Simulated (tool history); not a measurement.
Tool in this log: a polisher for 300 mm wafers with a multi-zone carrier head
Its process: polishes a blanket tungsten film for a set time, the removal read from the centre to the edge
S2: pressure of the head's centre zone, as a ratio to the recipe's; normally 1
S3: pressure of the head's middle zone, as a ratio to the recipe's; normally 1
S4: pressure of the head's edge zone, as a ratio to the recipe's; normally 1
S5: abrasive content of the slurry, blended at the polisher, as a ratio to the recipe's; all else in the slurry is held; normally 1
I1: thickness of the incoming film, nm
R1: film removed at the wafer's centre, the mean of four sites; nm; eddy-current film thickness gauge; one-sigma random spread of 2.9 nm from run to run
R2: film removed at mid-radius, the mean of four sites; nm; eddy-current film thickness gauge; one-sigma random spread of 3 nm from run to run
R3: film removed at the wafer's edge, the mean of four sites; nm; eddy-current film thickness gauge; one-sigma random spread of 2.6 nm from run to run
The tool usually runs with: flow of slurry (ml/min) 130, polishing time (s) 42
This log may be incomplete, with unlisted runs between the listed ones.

Run 1, hour 0: usual settings but S4 0.92, S5 1.1, polishing time (s) 28; I1 792.5. Result: R1 178.5 nm, R2 156.1 nm, R3 151.7 nm.
Run 2, hour 12: usual settings; I1 795.6. Result: R1 260.2 nm, R2 227.1 nm, R3 230.1 nm.
At hour 15.5: edge zone pressure recalibrated.
Run 3, hour 20.7: usual settings but S2 0.97; I1 804.9. Result: R1 248.5 nm, R2 229.5 nm, R3 236.9 nm.
Run 4, hour 32.8: usual settings but flow of slurry (ml/min) 160, S2 1.1, S5 0.75, polishing time (s) 29; I1 803.7. Result: R1 192.2 nm, R2 148.3 nm, R3 152.7 nm.
Run 5, hour 46.2: usual settings but S3 1.06; I1 806.5. Result: R1 261 nm, R2 234.1 nm, R3 232.1 nm.
At hour 53.4: centre zone pressure recalibrated.
Run 6, hour 53.9: usual settings; I1 793. Result: R1 229 nm, R2 229.5 nm, R3 234.4 nm.
Run 7, hour 60.6: usual settings but S2 1.04, S3 1.09, S5 0.85; I1 797.8. Result: R1 229.5 nm, R2 233.6 nm, R3 223.5 nm.
At hour 72.6: carrier head's membrane replaced by a new one.
Run 8, hour 74.4: usual settings but S4 1.08, polishing time (s) 47; I1 802.2. Result: R1 258.9 nm, R2 253.1 nm, R3 271.2 nm.
Run 9, hour 85.2: usual settings; I1 806.5. Result: R1 233.6 nm, R2 229.4 nm, R3 234.9 nm.
At hour 96.4: worn pad replaced by a new one.
Run 10, hour 96.9: usual settings but flow of slurry (ml/min) 110; I1 811. Result: R1 216.9 nm, R2 218.3 nm, R3 231.2 nm.
Run 11, hour 103.4: usual settings but S2 1.07, S3 1.1, S4 0.89, S5 0.9; I1 792.8. Result: R1 239.7 nm, R2 235.3 nm, R3 214.5 nm.
At hour 107.9: slurry nozzle cleaned.
Run 12, hour 114.5: usual settings but S3 1.04, polishing time (s) 29; I1 793.5. Result: R1 158.4 nm, R2 160.7 nm, R3 161.3 nm.
Run 13, hour 129.6: usual settings but S3 0.93; I1 801.8. Result: R1 232.3 nm, R2 214.3 nm, R3 232.6 nm.
Run 14, hour 140.1: usual settings but S2 1.1, S5 1.3; I1 793.1. Result: R1 274.6 nm, R2 243.8 nm, R3 250.7 nm.
Run 15, hour 154.6: usual settings but S3 0.9; I1 795.6. Result: R1 231.7 nm, R2 205.5 nm, R3 232.1 nm.
Run 16, hour 172.6: usual settings but flow of slurry (ml/min) 155, S5 1.15, polishing time (s) 53; I1 795.1. Result: R1 325.4 nm, R2 311.8 nm, R3 313.3 nm.
Run 17, hour 185.8: usual settings but flow of slurry (ml/min) 170, polishing time (s) 52; I1 794.1. Result: R1 306.8 nm, R2 296.7 nm, R3 303.5 nm.
Run 18, hour 195.8: usual settings but S2 1.11, S3 0.91, S5 0.9; I1 795.4. Result: R1 254.9 nm, R2 204.6 nm, R3 224.5 nm.
At hour 211.1: worn pad replaced by a new one.
Run 19, hour 212.8: usual settings; I1 797.3. Result: R1 230.9 nm, R2 225.1 nm, R3 234.9 nm.
Run 20, hour 225.9: usual settings but flow of slurry (ml/min) 145, S2 1.1, polishing time (s) 55; I1 792.6. Result: R1 342.6 nm, R2 301.8 nm, R3 309.2 nm.
Run 21, hour 239: usual settings; I1 809.9. Result: R1 227.1 nm, R2 229.4 nm, R3 235.6 nm.

What if the next run were any one of these 4? Each begins from the tool's condition after run 21:
Run A, hour 239.4: usual settings but S2 0.93; I1 805.9. Result: R1 ?, R2 ?, R3 ?.
Run B, hour 239.4: usual settings but flow of slurry (ml/min) 145, S2 0.89; I1 805.9. Result: R1 ?, R2 ?, R3 ?.
Run C, hour 239.4: usual settings but flow of slurry (ml/min) 105, S3 1.11, S5 1.1; I1 805.9. Result: R1 ?, R2 ?, R3 ?.
Run D, hour 239.4: usual settings but S2 1.03, S3 1.03; I1 805.9. Result: R1 ?, R2 ?, R3 ?.

run     R1     R2     R3
  A  211.1  229.4  228.9
  B  207.6  235.1    233
  C  218.8  243.3    226
  D    234  235.1  228.8
What these runs would have given with no unlogged condition in the tool:
run     R1     R2     R3
  A  212.8  229.4  228.9
  B  209.4  235.1    233
  C  220.7  243.3    226
  D    236    235  228.8
